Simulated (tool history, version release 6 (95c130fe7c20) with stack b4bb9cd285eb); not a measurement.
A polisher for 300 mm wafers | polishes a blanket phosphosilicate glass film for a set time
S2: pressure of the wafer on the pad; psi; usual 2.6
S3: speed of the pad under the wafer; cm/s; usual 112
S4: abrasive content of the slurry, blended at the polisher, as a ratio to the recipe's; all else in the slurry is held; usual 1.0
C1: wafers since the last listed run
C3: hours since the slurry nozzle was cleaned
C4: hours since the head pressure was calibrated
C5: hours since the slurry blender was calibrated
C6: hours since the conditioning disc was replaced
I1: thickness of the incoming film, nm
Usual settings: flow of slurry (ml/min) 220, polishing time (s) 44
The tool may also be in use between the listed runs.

run 1 day=0.000 | flow_of_slurry_(ml/min)=220 S2=2.6 S3=112 S4=1.0 polishing_time_(s)=44 | C1=0 wafers_polished_on_this_pad=340 C3=393.3 C4=311.8 C5=197.9 C6=101.2 | I1=2084.1 | film_removed_(nm)=347.4
-- day=1.575 slurry nozzle cleaned
run 2 day=1.812 | flow_of_slurry_(ml/min)=220 S2=2.6 S3=112 S4=1.0 polishing_time_(s)=44 | C1=561 wafers_polished_on_this_pad=902 C3=5.7 C4=355.3 C5=241.4 C6=144.7 | I1=2091.6 | film_removed_(nm)=350.8
run 3 day=3.350 | flow_of_slurry_(ml/min)=220 S2=2.6 S3=82 S4=1.0 polishing_time_(s)=44 | C1=487 wafers_polished_on_this_pad=1389 C3=42.6 C4=392.2 C5=278.3 C6=181.6 | I1=2057.8 | film_removed_(nm)=269.6
run 4 day=4.962 | flow_of_slurry_(ml/min)=220 S2=2.6 S3=82 S4=1.0 polishing_time_(s)=44 | C1=511 wafers_polished_on_this_pad=1900 C3=81.3 C4=430.9 C5=317.0 C6=220.3 | I1=2081.5 | film_removed_(nm)=271.5
-- day=6.492 head pressure recalibrated
-- day=7.700 worn pad replaced by a new one
-- day=9.075 slurry blender recalibrated
-- day=11.500 conditioning disc replaced and pad reconditioned
run 5 day=12.700 | flow_of_slurry_(ml/min)=220 S2=2.6 S3=112 S4=1.0 polishing_time_(s)=44 | C1=2320 wafers_polished_on_this_pad=1531 C3=267.0 C4=149.0 C5=87.0 C6=28.8 | I1=2066.5 | film_removed_(nm)=344.4
run 6 day=15.121 | flow_of_slurry_(ml/min)=220 S2=2.6 S3=112 S4=1.0 polishing_time_(s)=44 | C1=767 wafers_polished_on_this_pad=2298 C3=325.1 C4=207.1 C5=145.1 C6=86.9 | I1=2068.7 | film_removed_(nm)=348.9
-- day=15.938 worn pad replaced by a new one
run 7 day=16.554 | flow_of_slurry_(ml/min)=220 S2=2.6 S3=112 S4=1.0 polishing_time_(s)=44 | C1=401 wafers_polished_on_this_pad=195 C3=359.5 C4=241.5 C5=179.5 C6=121.3 | I1=2098.6 | film_removed_(nm)=346.7
-- day=20.817 slurry nozzle cleaned
run 8 day=20.967 | flow_of_slurry_(ml/min)=220 S2=2.6 S3=112 S4=1.0 polishing_time_(s)=44 | C1=1385 wafers_polished_on_this_pad=1580 C3=3.6 C4=347.4 C5=285.4 C6=227.2 | I1=2077.0 | film_removed_(nm)=342.8
run 9 day=22.183 | flow_of_slurry_(ml/min)=220 S2=2.6 S3=112 S4=1.0 polishing_time_(s)=44 | C1=385 wafers_polished_on_this_pad=1965 C3=32.8 C4=376.6 C5=314.6 C6=256.4 | I1=2068.6 | film_removed_(nm)=344.6
run 10 day=23.354 | flow_of_slurry_(ml/min)=220 S2=2.6 S3=112 S4=1.0 polishing_time_(s)=44 | C1=371 wafers_polished_on_this_pad=2336 C3=60.9 C4=404.7 C5=342.7 C6=284.5 | I1=2086.2 | film_removed_(nm)=346.2
-- day=23.975 head pressure recalibrated
-- day=25.167 conditioning disc replaced and pad reconditioned
-- day=25.392 slurry blender recalibrated
run 11 day=25.412 | flow_of_slurry_(ml/min)=220 S2=2.6 S3=112 S4=1.0 polishing_time_(s)=44 | C1=573 wafers_polished_on_this_pad=2910 C3=110.3 C4=34.5 C5=0.5 C6=5.9 | I1=2037.8 | film_removed_(nm)=351.0
-- day=26.250 worn pad replaced by a new one
run 12 day=27.683 | flow_of_slurry_(ml/min)=220 S2=1.7 S3=78 S4=1.2 polishing_time_(s)=49 | C1=666 wafers_polished_on_this_pad=453 C3=164.8 C4=89.0 C5=55.0 C6=60.4 | I1=2078.1 | film_removed_(nm)=214.3
run 13 day=29.367 | flow_of_slurry_(ml/min)=220 S2=2.6 S3=152 S4=1.0 polishing_time_(s)=44 | C1=533 wafers_polished_on_this_pad=987 C3=205.2 C4=129.4 C5=95.4 C6=100.8 | I1=2109.9 | film_removed_(nm)=445.4
run 14 day=31.279 | flow_of_slurry_(ml/min)=175 S2=2.1 S3=112 S4=1.0 polishing_time_(s)=44 | C1=606 wafers_polished_on_this_pad=1593 C3=251.1 C4=175.3 C5=141.3 C6=146.7 | I1=2065.9 | film_removed_(nm)=267.9
run 15 day=32.408 | flow_of_slurry_(ml/min)=245 S2=3.0 S3=112 S4=1.0 polishing_time_(s)=44 | C1=357 wafers_polished_on_this_pad=1951 C3=278.2 C4=202.4 C5=168.4 C6=173.8 | I1=2063.1 | film_removed_(nm)=405.8
-- day=34.725 worn pad replaced by a new one
run 16 day=34.746 | flow_of_slurry_(ml/min)=220 S2=2.6 S3=98 S4=1.0 polishing_time_(s)=44 | C1=687 wafers_polished_on_this_pad=6 C3=334.3 C4=258.5 C5=224.5 C6=229.9 | I1=2042.3 | film_removed_(nm)=311.3
run 17 day=36.675 | flow_of_slurry_(ml/min)=245 S2=2.6 S3=88 S4=1.0 polishing_time_(s)=44 | C1=611 wafers_polished_on_this_pad=617 C3=380.6 C4=304.8 C5=270.8 C6=276.2 | I1=2076.9 | film_removed_(nm)=291.8
run 18 day=38.871 | flow_of_slurry_(ml/min)=220 S2=2.6 S3=112 S4=1.0 polishing_time_(s)=44 | C1=695 wafers_polished_on_this_pad=1313 C3=433.3 C4=357.5 C5=323.5 C6=328.9 | I1=2080.0 | film_removed_(nm)=346.8
-- day=39.704 slurry nozzle cleaned
run 19 day=40.167 | flow_of_slurry_(ml/min)=220 S2=2.6 S3=112 S4=1.0 polishing_time_(s)=44 | C1=397 wafers_polished_on_this_pad=1711 C3=11.1 C4=388.6 C5=354.6 C6=360.0 | I1=2072.4 | film_removed_(nm)=352.1
-- day=40.442 conditioning disc replaced and pad reconditioned
-- day=40.446 slurry blender recalibrated
-- day=42.483 head pressure recalibrated
run 20 day=42.567 | flow_of_slurry_(ml/min)=220 S2=2.6 S3=112 S4=1.0 polishing_time_(s)=44 | C1=706 wafers_polished_on_this_pad=2418 C3=68.7 C4=2.0 C5=50.9 C6=51.0 | I1=2069.6 | film_removed_(nm)=348.4
-- day=45.250 worn pad replaced by a new one
run 21 day=45.292 | flow_of_slurry_(ml/min)=220 S2=2.6 S3=112 S4=1.0 polishing_time_(s)=31 | C1=810 wafers_polished_on_this_pad=13 C3=134.1 C4=67.4 C5=116.3 C6=116.4 | I1=2051.9 | film_removed_(nm)=244.9
run 22 day=47.488 | flow_of_slurry_(ml/min)=220 S2=2.6 S3=112 S4=1.0 polishing_time_(s)=44 | C1=695 wafers_polished_on_this_pad=708 C3=186.8 C4=120.1 C5=169.0 C6=169.1 | I1=2088.4 | film_removed_(nm)=345.5

How the hidden state differs across the entries between the runs, from the last listed run before each to the first after it:
Between runs 1 and 2: slurry nozzle cleaned (day 1.575)
  no hidden state differs between the two runs
Between runs 4 and 5: head pressure recalibrated (day 6.492); worn pad replaced by a new one (day 7.700); slurry blender recalibrated (day 9.075); conditioning disc replaced and pad reconditioned (day 11.500)
  no hidden state differs between the two runs
Between runs 6 and 7: worn pad replaced by a new one (day 15.938)
  no hidden state differs between the two runs
Between runs 7 and 8: slurry nozzle cleaned (day 20.817)
  no hidden state differs between the two runs
Between runs 10 and 11: head pressure recalibrated (day 23.975); conditioning disc replaced and pad reconditioned (day 25.167); slurry blender recalibrated (day 25.392)
  no hidden state differs between the two runs
Between runs 11 and 12: worn pad replaced by a new one (day 26.250)
  no hidden state differs between the two runs
Between runs 15 and 16: worn pad replaced by a new one (day 34.725)
  no hidden state differs between the two runs
Between runs 18 and 19: slurry nozzle cleaned (day 39.704)
  no hidden state differs between the two runs
Between runs 19 and 20: conditioning disc replaced and pad reconditioned (day 40.442); slurry blender recalibrated (day 40.446); head pressure recalibrated (day 42.483)
  no hidden state differs between the two runs
Between runs 20 and 21: worn pad replaced by a new one (day 45.250)
  no hidden state differs between the two runs
